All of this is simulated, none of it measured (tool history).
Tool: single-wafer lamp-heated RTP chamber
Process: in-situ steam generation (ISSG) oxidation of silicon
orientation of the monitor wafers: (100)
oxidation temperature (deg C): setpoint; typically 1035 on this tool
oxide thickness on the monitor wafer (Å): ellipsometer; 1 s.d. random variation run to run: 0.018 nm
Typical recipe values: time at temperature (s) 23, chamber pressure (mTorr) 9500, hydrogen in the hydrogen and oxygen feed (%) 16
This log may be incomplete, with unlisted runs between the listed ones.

run,hour,oxidation temperature (deg C),time at temperature (s),chamber pressure (mTorr),hydrogen in the hydrogen and oxygen feed (%),wafers since the last listed run,wafers since the last pyrometer calibration,hours since the pressure gauge was zeroed,hours since the hydrogen flow controller was replaced,hours since the gauge calibration,"read-back reference wafer on the same gauge, thickness",oxide thickness on the monitor wafer (Å)
1,0.0,1035,23,9500,11,0,1661,2082.6,5426.4,1029.1,6.591,63.62
2,66.3,1035,23,9500,11,713,2374,2148.9,5492.7,1095.4,6.591,64.23
3,137.5,1035,23,9500,11,766,3141,2220.1,5563.9,1166.6,6.594,64.14
4,173.2,1035,23,9500,16,384,3525,2255.8,5599.6,1202.3,6.591,69.75
5,238.9,1035,23,9500,16,707,4232,2321.5,5665.3,1268.0,6.590,69.76
# hour 250.6: pyrometer window cleaned and pyrometer calibrated
6,279.3,1035,23,9500,16,348,309,2361.9,5705.7,1308.4,6.590,67.85
7,313.0,1035,23,10200,16,362,672,2395.6,5739.4,1342.1,6.589,67.46
8,342.3,1035,23,10200,16,315,987,2424.9,5768.7,1371.4,6.592,67.25
9,386.7,1023,23,9500,16,477,1465,2469.3,5813.1,1415.8,6.595,64.49
10,456.0,1035,20,10200,16,746,2211,2538.6,5882.4,1485.1,6.584,63.49
11,496.4,1035,16,9500,16,434,2646,2579.0,5922.8,1525.5,6.588,57.39
12,565.0,1051,19,8100,21,738,3385,2647.6,5991.4,1594.1,6.588,73.14
13,604.6,1042,23,9500,11,426,3811,2687.2,6031.0,1633.7,6.590,67.18
# hour 614.2: hydrogen flow controller replaced
14,643.4,1042,16,8500,19,331,4142,2726.0,29.2,1672.5,6.590,62.93
# hour 682.9: pyrometer window cleaned and pyrometer calibrated
15,697.4,1023,23,9000,11,495,156,2780.0,83.2,1726.5,6.589,59.63
16,762.4,1035,23,9500,19,699,856,2845.0,148.2,1791.5,6.589,70.72
17,816.5,1023,23,10200,16,582,1438,2899.1,202.3,1845.6,6.590,63.56
# hour 845.7: pressure gauge zeroed
18,846.2,1035,23,9500,16,233,1672,0.5,232.0,1875.3,6.588,68.87
# hour 857.0: gauge calibrated
19,898.4,1035,23,9500,16,561,2234,52.7,284.2,41.4,6.592,69.15
20,941.9,1035,23,9500,16,468,2702,96.2,327.7,84.9,6.590,69.09
21,973.2,1021,15,9500,16,336,3039,127.5,359.0,116.2,6.590,51.98
22,1032.7,1026,23,9500,19,640,3680,187.0,418.5,175.7,6.587,68.91
# hour 1063.2: pyrometer window cleaned and pyrometer calibrated
23,1082.6,1017,23,9500,16,451,209,236.9,468.4,225.6,6.592,62.27
24,1141.7,1035,23,9100,19,636,845,296.0,527.5,284.7,6.595,71.60
25,1196.7,1035,23,9500,16,592,1437,351.0,582.5,339.7,6.584,68.59
26,1260.4,1035,23,9500,16,685,2123,414.7,646.2,403.4,6.587,69.14
27,1314.4,1053,31,10200,16,581,2704,468.7,700.2,457.4,6.590,88.94
28,1378.1,1035,14,10200,16,685,3390,532.4,763.9,521.1,6.591,53.48
29,1406.1,1035,23,9500,20,301,3691,560.4,791.9,549.1,6.589,72.95
# hour 1417.5: pyrometer window cleaned and pyrometer calibrated
30,1432.7,1035,28,9500,16,200,163,587.0,818.5,575.7,6.584,75.56
31,1478.6,1035,20,9500,16,494,657,632.9,864.4,621.6,6.591,63.51

Hidden state at the last listed run before each entry between runs and at the first one after, where it differs:
Between runs 5 and 6: pyrometer window cleaned and pyrometer calibrated (hour 250.6)
  true wafer temperature minus pyrometer reading, K: 6.25 -> 0.756
  measured value less the no-hidden-state value, oxide thickness on the monitor wafer (Å): +2.26 -> +0.26
Between runs 13 and 14: hydrogen flow controller replaced (hour 614.2)
  true wafer temperature minus pyrometer reading, K: 5.27 -> 5.81
  measured value less the no-hidden-state value, oxide thickness on the monitor wafer (Å): +1.89 -> +1.82
Between runs 14 and 15: pyrometer window cleaned and pyrometer calibrated (hour 682.9)
  true wafer temperature minus pyrometer reading, K: 5.81 -> 0.291
  measured value less the no-hidden-state value, oxide thickness on the monitor wafer (Å): +1.82 -> +0.09
Between runs 17 and 18: pressure gauge zeroed (hour 845.7)
  true wafer temperature minus pyrometer reading, K: 1.94 -> 2.36
  measured value less the no-hidden-state value, oxide thickness on the monitor wafer (Å): +0.60 -> +0.84
Between runs 18 and 19: gauge calibrated (hour 857.0)
  true wafer temperature minus pyrometer reading, K: 2.36 -> 3.08
  measured value less the no-hidden-state value, oxide thickness on the monitor wafer (Å): +0.84 -> +1.10
Between runs 22 and 23: pyrometer window cleaned and pyrometer calibrated (hour 1063.2)
  true wafer temperature minus pyrometer reading, K: 4.94 -> 1.06
  measured value less the no-hidden-state value, oxide thickness on the monitor wafer (Å): +1.68 -> +0.31
Between runs 29 and 30: pyrometer window cleaned and pyrometer calibrated (hour 1417.5)
  true wafer temperature minus pyrometer reading, K: 5.55 -> 0.929
  measured value less the no-hidden-state value, oxide thickness on the monitor wafer (Å): +2.09 -> +0.38
